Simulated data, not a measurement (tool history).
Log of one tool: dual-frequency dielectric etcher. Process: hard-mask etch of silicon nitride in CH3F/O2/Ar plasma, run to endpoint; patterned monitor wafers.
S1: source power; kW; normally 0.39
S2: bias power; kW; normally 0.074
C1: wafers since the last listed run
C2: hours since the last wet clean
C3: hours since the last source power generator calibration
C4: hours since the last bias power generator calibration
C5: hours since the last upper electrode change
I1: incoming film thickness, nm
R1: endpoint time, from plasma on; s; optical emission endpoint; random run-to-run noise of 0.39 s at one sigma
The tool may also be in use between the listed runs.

{"run": 1, "hour": 0.0, "S1": 0.39, "S2": 0.074, "C1": 0, "C2": 192, "C3": 2111.6, "C4": 1381.6, "C5": 0.5, "I1": 46.1, "R1": 62}
{"run": 2, "hour": 0.6, "S1": 0.39, "S2": 0.074, "C1": 9, "C2": 192.6, "C3": 2112.2, "C4": 1382.2, "C5": 1.1, "I1": 45.84, "R1": 61.2}
{"run": 3, "hour": 15.0, "S1": 0.39, "S2": 0.074, "C1": 228, "C2": 207, "C3": 2126.6, "C4": 1396.6, "C5": 15.5, "I1": 45.46, "R1": 60.9}
{"run": 4, "hour": 28.3, "S1": 0.39, "S2": 0.087, "C1": 210, "C2": 220.3, "C3": 2139.9, "C4": 1409.9, "C5": 28.8, "I1": 45.41, "R1": 58.9}
{"run": 5, "hour": 45.0, "S1": 0.39, "S2": 0.087, "C1": 264, "C2": 237, "C3": 2156.6, "C4": 1426.6, "C5": 45.5, "I1": 45.56, "R1": 58.7}
{"run": 6, "hour": 54.3, "S1": 0.39, "S2": 0.074, "C1": 147, "C2": 246.3, "C3": 2165.9, "C4": 1435.9, "C5": 54.8, "I1": 45.25, "R1": 60.9}
{"run": 7, "hour": 63.4, "S1": 0.39, "S2": 0.074, "C1": 144, "C2": 255.4, "C3": 2175, "C4": 1445, "C5": 63.9, "I1": 45.85, "R1": 61.6}
{"hour": 77.3, "done": "source power generator calibrated"}
{"run": 8, "hour": 77.8, "S1": 0.39, "S2": 0.074, "C1": 164, "C2": 269.8, "C3": 0.5, "C4": 1459.4, "C5": 78.3, "I1": 45.4, "R1": 61.5}
{"hour": 86.2, "done": "bias power generator calibrated"}
{"run": 9, "hour": 86.7, "S1": 0.39, "S2": 0.074, "C1": 77, "C2": 278.7, "C3": 9.4, "C4": 0.5, "C5": 87.2, "I1": 45.02, "R1": 61.3}
{"run": 10, "hour": 91.3, "S1": 0.39, "S2": 0.087, "C1": 72, "C2": 283.3, "C3": 14, "C4": 5.1, "C5": 91.8, "I1": 45.44, "R1": 59.7}
{"run": 11, "hour": 101.0, "S1": 0.39, "S2": 0.088, "C1": 153, "C2": 293, "C3": 23.7, "C4": 14.8, "C5": 101.5, "I1": 46.06, "R1": 59.9}
{"run": 12, "hour": 111.7, "S1": 0.32, "S2": 0.074, "C1": 169, "C2": 303.7, "C3": 34.4, "C4": 25.5, "C5": 112.2, "I1": 45.17, "R1": 67.1}
{"run": 13, "hour": 128.0, "S1": 0.32, "S2": 0.08, "C1": 258, "C2": 320, "C3": 50.7, "C4": 41.8, "C5": 128.5, "I1": 45.08, "R1": 65.4}
{"run": 14, "hour": 140.2, "S1": 0.49, "S2": 0.079, "C1": 193, "C2": 332.2, "C3": 62.9, "C4": 54, "C5": 140.7, "I1": 45.05, "R1": 55}
{"run": 15, "hour": 148.9, "S1": 0.39, "S2": 0.074, "C1": 138, "C2": 340.9, "C3": 71.6, "C4": 62.7, "C5": 149.4, "I1": 45.53, "R1": 62.4}
{"run": 16, "hour": 156.7, "S1": 0.36, "S2": 0.087, "C1": 123, "C2": 348.7, "C3": 79.4, "C4": 70.5, "C5": 157.2, "I1": 45.27, "R1": 61.6}
{"run": 17, "hour": 172.4, "S1": 0.43, "S2": 0.067, "C1": 249, "C2": 364.4, "C3": 95.1, "C4": 86.2, "C5": 172.9, "I1": 45.37, "R1": 60.7}
{"run": 18, "hour": 184.0, "S1": 0.36, "S2": 0.091, "C1": 184, "C2": 376, "C3": 106.7, "C4": 97.8, "C5": 184.5, "I1": 45.72, "R1": 61.2}
{"run": 19, "hour": 193.8, "S1": 0.39, "S2": 0.074, "C1": 155, "C2": 385.8, "C3": 116.5, "C4": 107.6, "C5": 194.3, "I1": 45.36, "R1": 61.1}
{"hour": 229.0, "done": "wet clean of the chamber"}
{"run": 20, "hour": 229.5, "S1": 0.33, "S2": 0.062, "C1": 185, "C2": 0.5, "C3": 152.2, "C4": 143.3, "C5": 230, "I1": 45.49, "R1": 67.3}
{"run": 21, "hour": 229.9, "S1": 0.39, "S2": 0.087, "C1": 6, "C2": 0.9, "C3": 152.6, "C4": 143.7, "C5": 230.4, "I1": 45.52, "R1": 57.9}
{"run": 22, "hour": 230.2, "S1": 0.34, "S2": 0.064, "C1": 4, "C2": 1.2, "C3": 152.9, "C4": 144, "C5": 230.7, "I1": 45.8, "R1": 66.3}
{"run": 23, "hour": 235.8, "S1": 0.39, "S2": 0.088, "C1": 88, "C2": 6.8, "C3": 158.5, "C4": 149.6, "C5": 236.3, "I1": 45.55, "R1": 58}
{"run": 24, "hour": 243.7, "S1": 0.39, "S2": 0.074, "C1": 125, "C2": 14.7, "C3": 166.4, "C4": 157.5, "C5": 244.2, "I1": 45.35, "R1": 60.3}
{"run": 25, "hour": 255.3, "S1": 0.44, "S2": 0.058, "C1": 184, "C2": 26.3, "C3": 178, "C4": 169.1, "C5": 255.8, "I1": 45.8, "R1": 61}
{"run": 26, "hour": 262.5, "S1": 0.33, "S2": 0.064, "C1": 114, "C2": 33.5, "C3": 185.2, "C4": 176.3, "C5": 263, "I1": 45.23, "R1": 66.5}
{"run": 27, "hour": 276.8, "S1": 0.49, "S2": 0.079, "C1": 226, "C2": 47.8, "C3": 199.5, "C4": 190.6, "C5": 277.3, "I1": 45.03, "R1": 53.5}
{"run": 28, "hour": 286.3, "S1": 0.32, "S2": 0.064, "C1": 150, "C2": 57.3, "C3": 209, "C4": 200.1, "C5": 286.8, "I1": 45.17, "R1": 67.5}
{"run": 29, "hour": 301.1, "S1": 0.39, "S2": 0.074, "C1": 234, "C2": 72.1, "C3": 223.8, "C4": 214.9, "C5": 301.6, "I1": 45.46, "R1": 60.6}
{"run": 30, "hour": 318.8, "S1": 0.39, "S2": 0.082, "C1": 280, "C2": 89.8, "C3": 241.5, "C4": 232.6, "C5": 319.3, "I1": 45.21, "R1": 59}
{"run": 31, "hour": 335.2, "S1": 0.44, "S2": 0.066, "C1": 260, "C2": 106.2, "C3": 257.9, "C4": 249, "C5": 335.7, "I1": 45.93, "R1": 59.6}
{"run": 32, "hour": 349.3, "S1": 0.39, "S2": 0.074, "C1": 223, "C2": 120.3, "C3": 272, "C4": 263.1, "C5": 349.8, "I1": 45.7, "R1": 61.2}
{"run": 33, "hour": 362.6, "S1": 0.47, "S2": 0.074, "C1": 210, "C2": 133.6, "C3": 285.3, "C4": 276.4, "C5": 363.1, "I1": 45.14, "R1": 55.8}
{"run": 34, "hour": 368.9, "S1": 0.35, "S2": 0.074, "C1": 99, "C2": 139.9, "C3": 291.6, "C4": 282.7, "C5": 369.4, "I1": 45.7, "R1": 64.4}

5 ways to go on from here, each from the tool as it stands after run 34. What would each give?
{"run": "A", "hour": 369.3, "S1": 0.39, "S2": 0.065, "C1": 6, "C2": 140.3, "C3": 292, "C4": 283.1, "C5": 369.8, "I1": 45.83, "R1": "?"}
{"run": "B", "hour": 369.3, "S1": 0.49, "S2": 0.062, "C1": 6, "C2": 140.3, "C3": 292, "C4": 283.1, "C5": 369.8, "I1": 45.83, "R1": "?"}
{"run": "C", "hour": 369.3, "S1": 0.43, "S2": 0.087, "C1": 6, "C2": 140.3, "C3": 292, "C4": 283.1, "C5": 369.8, "I1": 45.83, "R1": "?"}
{"run": "D", "hour": 369.3, "S1": 0.35, "S2": 0.083, "C1": 6, "C2": 140.3, "C3": 292, "C4": 283.1, "C5": 369.8, "I1": 45.83, "R1": "?"}
{"run": "E", "hour": 369.3, "S1": 0.39, "S2": 0.06, "C1": 6, "C2": 140.3, "C3": 292, "C4": 283.1, "C5": 369.8, "I1": 45.83, "R1": "?"}

run=A R1=63.3
run=B R1=58.2
run=C R1=56.8
run=D R1=62.6
run=E R1=64.4
Take away the tool's hidden state, keep each run's random variation, and the runs would have read:
run=A R1=62.5
run=B R1=57.4
run=C R1=56
run=D R1=61.7
run=E R1=63.6
